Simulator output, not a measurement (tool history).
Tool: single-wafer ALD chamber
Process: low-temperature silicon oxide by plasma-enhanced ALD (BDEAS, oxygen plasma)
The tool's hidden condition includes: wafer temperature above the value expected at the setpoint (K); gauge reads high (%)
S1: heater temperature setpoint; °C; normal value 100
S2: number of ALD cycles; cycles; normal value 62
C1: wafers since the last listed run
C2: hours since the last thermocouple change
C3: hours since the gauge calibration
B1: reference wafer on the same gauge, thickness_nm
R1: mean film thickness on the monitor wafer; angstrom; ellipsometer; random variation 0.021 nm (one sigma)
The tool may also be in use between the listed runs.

run,day,S1,S2,C1,C2,C3,B1,R1
1,0.000,100,68,0,2046.8,26.0,10.191,94.49
2,0.646,100,68,65,2062.3,41.5,10.182,94.19
3,1.929,100,68,130,2093.1,72.3,10.192,94.14
4,2.204,100,62,27,2099.7,78.9,10.192,85.56
5,2.858,100,62,66,2115.4,94.6,10.190,86.18
6,3.388,100,62,53,2128.1,107.3,10.198,86.26
7,3.712,100,54,33,2135.9,115.1,10.190,74.62
8,4.233,100,62,53,2148.4,127.6,10.192,86.20
9,4.571,100,62,34,2156.5,135.7,10.195,85.75
10,5.121,100,62,55,2169.7,148.9,10.191,85.77
11,5.662,94,65,55,2182.7,161.9,10.201,91.83
# day 5.946: gauge calibrated
12,5.979,94,65,32,2190.3,0.8,10.194,91.82
13,6.650,111,62,68,2206.4,16.9,10.197,84.33
# day 7.558: thermocouple changed; heater temperature recalibrated
14,7.579,100,62,60,0.5,39.2,10.187,85.83
15,7.779,112,58,20,5.3,44.0,10.190,78.70
16,8.450,106,72,68,21.4,60.1,10.184,98.59
17,8.971,100,72,53,33.9,72.6,10.184,99.65
18,9.496,100,62,53,46.5,85.2,10.204,86.35
19,9.992,105,73,50,58.4,97.1,10.204,100.58
20,10.621,106,71,64,73.5,112.2,10.186,97.77
21,11.125,100,73,51,85.6,124.3,10.188,100.72
22,11.508,100,68,39,94.8,133.5,10.185,94.12
23,12.146,96,74,64,110.1,148.8,10.189,103.63
24,12.567,100,62,42,120.2,158.9,10.201,85.44
# day 12.704: gauge calibrated
25,12.929,107,53,36,128.9,5.4,10.182,72.87
26,13.504,89,51,58,142.7,19.2,10.197,73.20

Here are 5 independent what-if runs from the current tool condition. What would each one return?
A,13.525,100,69,2,143.2,19.7,?,?
B,13.525,110,62,2,143.2,19.7,?,?
C,13.525,90,51,2,143.2,19.7,?,?
D,13.525,110,69,2,143.2,19.7,?,?
E,13.525,90,62,2,143.2,19.7,?,?

run,B1,R1
A,10.192,95.19
B,10.192,84.18
C,10.192,72.60
D,10.192,93.68
E,10.192,88.25
With the hidden condition removed and each run's random variation left untouched, the same runs would have given:
run,R1
A,95.19
B,84.18
C,72.60
D,93.68
E,88.25
